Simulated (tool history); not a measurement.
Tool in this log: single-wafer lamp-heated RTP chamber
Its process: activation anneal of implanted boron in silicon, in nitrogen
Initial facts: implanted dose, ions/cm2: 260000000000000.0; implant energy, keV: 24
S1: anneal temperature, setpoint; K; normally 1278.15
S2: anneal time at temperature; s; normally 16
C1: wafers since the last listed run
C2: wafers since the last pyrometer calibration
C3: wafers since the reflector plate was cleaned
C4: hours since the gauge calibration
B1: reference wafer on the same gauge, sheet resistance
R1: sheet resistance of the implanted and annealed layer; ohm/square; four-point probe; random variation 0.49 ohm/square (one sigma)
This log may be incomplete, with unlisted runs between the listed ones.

| run | hour | S1 | S2 | C1 | C2 | C3 | C4 | B1 | R1 |
|---|---|---|---|---|---|---|---|---|---|
| 1 | 0.0 | 1278.15 | 16 | 0 | 76 | 12105 | 97.7 | 343.04 | 328.66 |
| 2 | 27.6 | 1278.15 | 16 | 297 | 374 | 12403 | 125.3 | 342.94 | 327.59 |
| 3 | 51.0 | 1278.15 | 16 | 252 | 626 | 12655 | 148.7 | 343.05 | 327.67 |
| 4 | 81.0 | 1278.15 | 16 | 323 | 949 | 12979 | 178.7 | 343.09 | 327.70 |
| 5 | 107.1 | 1278.15 | 16 | 281 | 1231 | 13260 | 204.8 | 343.05 | 327.62 |
| 6 | 143.1 | 1278.15 | 16 | 388 | 1619 | 13648 | 240.8 | 343.00 | 327.16 |
| 7 | 157.0 | 1301.15 | 9 | 149 | 1769 | 13798 | 254.7 | 343.03 | 325.01 |
| 8 | 188.8 | 1301.15 | 9 | 342 | 2112 | 14141 | 286.5 | 342.98 | 323.82 |
|  | 204.0 | pyrometer window cleaned and pyrometer calibrated |
| 9 | 211.2 | 1301.15 | 9 | 155 | 77 | 14296 | 308.9 | 343.00 | 324.75 |
| 10 | 225.2 | 1254.15 | 16 | 150 | 228 | 14447 | 322.9 | 343.01 | 342.09 |
| 11 | 245.0 | 1254.15 | 16 | 213 | 442 | 14661 | 342.7 | 343.05 | 341.05 |
| 12 | 264.6 | 1278.15 | 10 | 211 | 653 | 14872 | 362.3 | 342.97 | 329.97 |
|  | 280.4 | gauge calibrated |
|  | 304.6 | reflector plate cleaned |
| 13 | 305.1 | 1278.15 | 10 | 350 | 1003 | 5 | 24.7 | 343.03 | 328.91 |
| 14 | 319.5 | 1278.15 | 10 | 155 | 1159 | 160 | 39.1 | 342.94 | 329.46 |
| 15 | 343.0 | 1287.15 | 10 | 253 | 1412 | 413 | 62.6 | 342.98 | 326.94 |
| 16 | 367.4 | 1256.15 | 25 | 263 | 1675 | 677 | 87.0 | 343.01 | 333.17 |
| 17 | 399.0 | 1296.15 | 23 | 340 | 2016 | 1017 | 118.6 | 342.97 | 323.88 |
| 18 | 423.5 | 1278.15 | 16 | 264 | 2280 | 1281 | 143.1 | 342.94 | 325.10 |
|  | 438.7 | pyrometer window cleaned and pyrometer calibrated |
| 19 | 456.8 | 1293.15 | 16 | 272 | 195 | 1554 | 176.4 | 343.04 | 324.93 |
| 20 | 482.1 | 1278.15 | 16 | 272 | 467 | 1827 | 201.7 | 343.05 | 327.91 |
| 21 | 510.9 | 1270.15 | 22 | 310 | 778 | 2138 | 230.5 | 342.96 | 329.38 |
| 22 | 531.5 | 1267.15 | 20 | 222 | 1000 | 2360 | 251.1 | 343.03 | 330.95 |
| 23 | 555.9 | 1252.15 | 25 | 263 | 1263 | 2623 | 275.5 | 342.92 | 336.97 |
| 24 | 575.5 | 1307.15 | 23 | 211 | 1475 | 2834 | 295.1 | 343.07 | 323.62 |
| 25 | 611.5 | 1259.15 | 16 | 388 | 1863 | 3222 | 331.1 | 342.91 | 332.19 |
| 26 | 624.0 | 1268.15 | 19 | 134 | 1998 | 3357 | 343.6 | 343.08 | 328.27 |
|  | 646.3 | gauge calibrated |
|  | 647.5 | pyrometer window cleaned and pyrometer calibrated |
| 27 | 653.6 | 1278.15 | 16 | 232 | 65 | 3590 | 7.3 | 343.04 | 327.64 |
| 28 | 687.1 | 1255.15 | 16 | 361 | 426 | 3951 | 40.8 | 342.96 | 340.45 |

What if the next run were any one of these 5? Each begins from the tool's condition after run 28:
| A | 687.5 | 1278.15 | 16 | 4 | 430 | 3956 | 41.2 | ? | ? |
| B | 687.5 | 1305.15 | 21 | 4 | 430 | 3956 | 41.2 | ? | ? |
| C | 687.5 | 1252.15 | 8 | 4 | 430 | 3956 | 41.2 | ? | ? |
| D | 687.5 | 1262.15 | 23 | 4 | 430 | 3956 | 41.2 | ? | ? |
| E | 687.5 | 1278.15 | 11 | 4 | 430 | 3956 | 41.2 | ? | ? |

| run | B1 | R1 |
|---|---|---|
| A | 343.04 | 327.75 |
| B | 343.04 | 323.71 |
| C | 343.04 | 348.68 |
| D | 343.04 | 332.73 |
| E | 343.04 | 328.90 |
Take away the tool's hidden state, keep each run's random variation, and the runs would have read:
| run | R1 |
|---|---|
| A | 328.04 |
| B | 323.78 |
| C | 350.03 |
| D | 333.35 |
| E | 329.24 |

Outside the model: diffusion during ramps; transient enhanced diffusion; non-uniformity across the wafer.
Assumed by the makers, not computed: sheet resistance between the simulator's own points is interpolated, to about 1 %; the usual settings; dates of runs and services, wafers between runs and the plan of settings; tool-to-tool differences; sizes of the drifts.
